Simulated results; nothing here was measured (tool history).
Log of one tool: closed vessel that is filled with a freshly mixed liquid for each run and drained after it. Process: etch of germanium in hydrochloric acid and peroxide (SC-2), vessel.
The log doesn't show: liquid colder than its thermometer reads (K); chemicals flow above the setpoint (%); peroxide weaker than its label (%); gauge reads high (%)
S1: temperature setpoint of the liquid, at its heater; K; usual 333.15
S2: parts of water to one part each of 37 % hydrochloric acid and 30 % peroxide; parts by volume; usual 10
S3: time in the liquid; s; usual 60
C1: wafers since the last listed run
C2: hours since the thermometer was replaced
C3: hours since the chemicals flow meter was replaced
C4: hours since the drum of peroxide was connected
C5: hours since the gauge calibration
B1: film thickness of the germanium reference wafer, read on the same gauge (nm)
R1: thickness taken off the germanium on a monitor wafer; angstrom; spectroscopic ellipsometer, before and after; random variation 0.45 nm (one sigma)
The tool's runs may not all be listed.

run	day	S1	S2	S3	C1	C2	C3	C4	C5	B1	R1
1	0	333.15	10	60	0	313.6	1830	515.6	745	120	1873.8
2	3.658	333.15	10	60	10142	401.4	1917.8	603.4	832.8	119.99	1853.5
# day 3.867: new drum of peroxide connected
# day 5.412: gauge calibrated
3	6.467	333.15	10	60	7670	468.8	1985.2	62.4	25.3	119.99	1865
# day 6.783: thermometer replaced
4	9.017	328.15	10	60	6954	53.6	2046.4	123.6	86.5	120	1648.1
5	13.125	333.15	10	60	11389	152.2	2145	222.2	185.1	119.99	1911
6	19.017	333.15	10	60	16333	293.6	2286.4	363.6	326.5	119.99	1882.7
# day 20.954: chemicals flow meter replaced
7	23.446	333.15	10	60	12163	399.9	59.8	469.9	432.8	120	1868.6
# day 25.771: new drum of peroxide connected
8	27.779	333.15	10	70	11898	503.9	163.8	48.2	536.8	120.01	2184.2
9	30.933	333.15	10	60	8744	579.6	239.5	123.9	612.5	120	1861.2
# day 32.029: thermometer replaced
10	32.479	337.65	13.5	50	4170	10.8	276.6	161	649.6	120.01	1746.6
11	36.792	333.15	10	60	11955	114.3	380.1	264.5	753.1	120.01	1913.4
12	40.821	343.15	7	95	11170	211	476.8	361.2	849.8	120.01	4139.6
13	43.367	325.15	14	80	7058	272.1	537.9	422.3	910.9	119.99	1894.6
14	46.454	333.15	12	40	8559	346.2	612	496.4	985	120	1218.5
# day 47.888: new drum of peroxide connected
# day 49.804: gauge calibrated
15	50.783	342.15	10	60	11886	450.1	715.9	69.5	23.5	119.99	2420.4
16	53.662	333.15	10	60	7982	519.2	785	138.6	92.6	120.01	1859.5
# day 56.238: thermometer replaced
17	59.058	329.15	7.5	80	14843	67.7	914.5	268.1	222.1	120	2319.4
18	62.117	330.15	10	30	8478	141.1	987.9	341.5	295.5	120	869.8
19	65.483	333.15	10	75	9333	221.9	1068.7	422.3	376.3	120.01	2351.6

Measured less the same run without the tool's hidden state. The same run-to-run variation is in both; the gauge's scatter may not be:
run	R1
1	-61.5
2	-74.1
3	-64.8
4	-12.5
5	-29.9
6	-51
7	-66.8
8	-68.6
9	-69.8
10	-10.4
11	-24.5
12	-77.2
13	-53.7
14	-40.7
15	-69
16	-66
17	-27.7
18	-16.9
19	-61.1
